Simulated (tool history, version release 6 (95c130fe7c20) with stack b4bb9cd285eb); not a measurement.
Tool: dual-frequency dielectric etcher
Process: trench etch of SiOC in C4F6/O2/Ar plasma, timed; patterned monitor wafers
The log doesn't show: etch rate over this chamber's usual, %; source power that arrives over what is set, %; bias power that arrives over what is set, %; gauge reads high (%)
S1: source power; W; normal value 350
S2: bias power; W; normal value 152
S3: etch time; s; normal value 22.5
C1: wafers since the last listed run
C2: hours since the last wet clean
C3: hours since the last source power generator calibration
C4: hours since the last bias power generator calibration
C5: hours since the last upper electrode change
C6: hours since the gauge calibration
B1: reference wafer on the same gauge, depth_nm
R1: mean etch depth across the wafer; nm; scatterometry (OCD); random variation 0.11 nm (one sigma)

Run 1, hour 0.0: usual settings; C1 0; C2 542.5; C3 1153.9; C4 2732.2; C5 2036.2; C6 680.2; B1 32.29. Result: R1 37.82 nm.
At hour 14.3: wet clean of the chamber.
Run 2, hour 168.8: usual settings but S3 24.0 s; C1 2550; C2 154.5; C3 1322.7; C4 2901.0; C5 2205.0; C6 849.0; B1 32.32. Result: R1 41.50 nm.
Run 3, hour 269.9: usual settings; C1 1669; C2 255.6; C3 1423.8; C4 3002.1; C5 2306.1; C6 950.1; B1 32.31. Result: R1 38.64 nm.
Run 4, hour 359.6: usual settings but S3 24.5 s; C1 1481; C2 345.3; C3 1513.5; C4 3091.8; C5 2395.8; C6 1039.8; B1 32.32. Result: R1 41.61 nm.
Run 5, hour 398.0: usual settings; C1 634; C2 383.7; C3 1551.9; C4 3130.2; C5 2434.2; C6 1078.2; B1 32.31. Result: R1 38.16 nm.
Run 6, hour 446.0: usual settings but S3 19.5 s; C1 792; C2 431.7; C3 1599.9; C4 3178.2; C5 2482.2; C6 1126.2; B1 32.31. Result: R1 32.88 nm.
At hour 483.8: gauge calibrated.
At hour 502.7: source power generator calibrated.
Run 7, hour 509.9: usual settings but S3 19.5 s; C1 989; C2 495.6; C3 7.2; C4 3242.1; C5 2546.1; C6 26.1; B1 32.29. Result: R1 33.50 nm.
At hour 584.4: wet clean of the chamber.
Run 8, hour 584.9: usual settings; C1 842; C2 0.5; C3 82.2; C4 3317.1; C5 2621.1; C6 101.1; B1 32.30. Result: R1 39.71 nm.
Run 9, hour 641.7: usual settings but S3 15.5 s; C1 938; C2 57.3; C3 139.0; C4 3373.9; C5 2677.9; C6 157.9; B1 32.27. Result: R1 27.36 nm.
At hour 681.0: upper electrode replaced.
Run 10, hour 699.5: usual settings but S3 18.5 s; C1 558; C2 115.1; C3 196.8; C4 3431.7; C5 18.5; C6 215.7; B1 32.29. Result: R1 32.29 nm.
At hour 760.6: bias power generator calibrated.
Run 11, hour 790.0: usual settings but S1 270 W, S3 25.0 s; C1 1428; C2 205.6; C3 287.3; C4 29.4; C5 109.0; C6 306.2; B1 32.28. Result: R1 38.93 nm.
Run 12, hour 875.4: usual settings but S1 280 W, S2 132 W, S3 26.5 s; C1 1410; C2 291.0; C3 372.7; C4 114.8; C5 194.4; C6 391.6; B1 32.30. Result: R1 39.03 nm.
Run 13, hour 937.0: usual settings but S1 320 W, S2 124 W, S3 28.0 s; C1 1017; C2 352.6; C3 434.3; C4 176.4; C5 256.0; C6 453.2; B1 32.31. Result: R1 42.36 nm.
Run 14, hour 981.4: usual settings but S1 410 W, S3 28.5 s; C1 733; C2 397.0; C3 478.7; C4 220.8; C5 300.4; C6 497.6; B1 32.31. Result: R1 52.56 nm.
Run 15, hour 1078.2: usual settings but S2 123 W; C1 1598; C2 493.8; C3 575.5; C4 317.6; C5 397.2; C6 594.4; B1 32.29. Result: R1 34.56 nm.

Each row is a separate what-if for the run after 15, all from the same tool condition, not one after another. Results?
Run A, hour 1078.6: usual settings but S2 130 W; C1 6; C2 494.2; C3 575.9; C4 318.0; C5 397.6; C6 594.8; B1 ?. Result: R1 ?.
Run B, hour 1078.6: usual settings but S2 186 W; C1 6; C2 494.2; C3 575.9; C4 318.0; C5 397.6; C6 594.8; B1 ?. Result: R1 ?.
Run C, hour 1078.6: usual settings but S1 410 W, S3 17.5 s; C1 6; C2 494.2; C3 575.9; C4 318.0; C5 397.6; C6 594.8; B1 ?. Result: R1 ?.
Run D, hour 1078.6: usual settings but S1 280 W, S3 15.5 s; C1 6; C2 494.2; C3 575.9; C4 318.0; C5 397.6; C6 594.8; B1 ?. Result: R1 ?.
Run E, hour 1078.6: usual settings but S1 420 W, S2 126 W; C1 6; C2 494.2; C3 575.9; C4 318.0; C5 397.6; C6 594.8; B1 ?. Result: R1 ?.

run     B1     R1
  A  32.30  35.68
  B  32.30  42.38
  C  32.30  32.00
  D  32.30  24.17
  E  32.30  37.95
Stripped of hidden state, with their random variation kept, the same runs would have yielded:
run     R1
  A  36.72
  B  43.61
  C  32.93
  D  24.87
  E  39.05
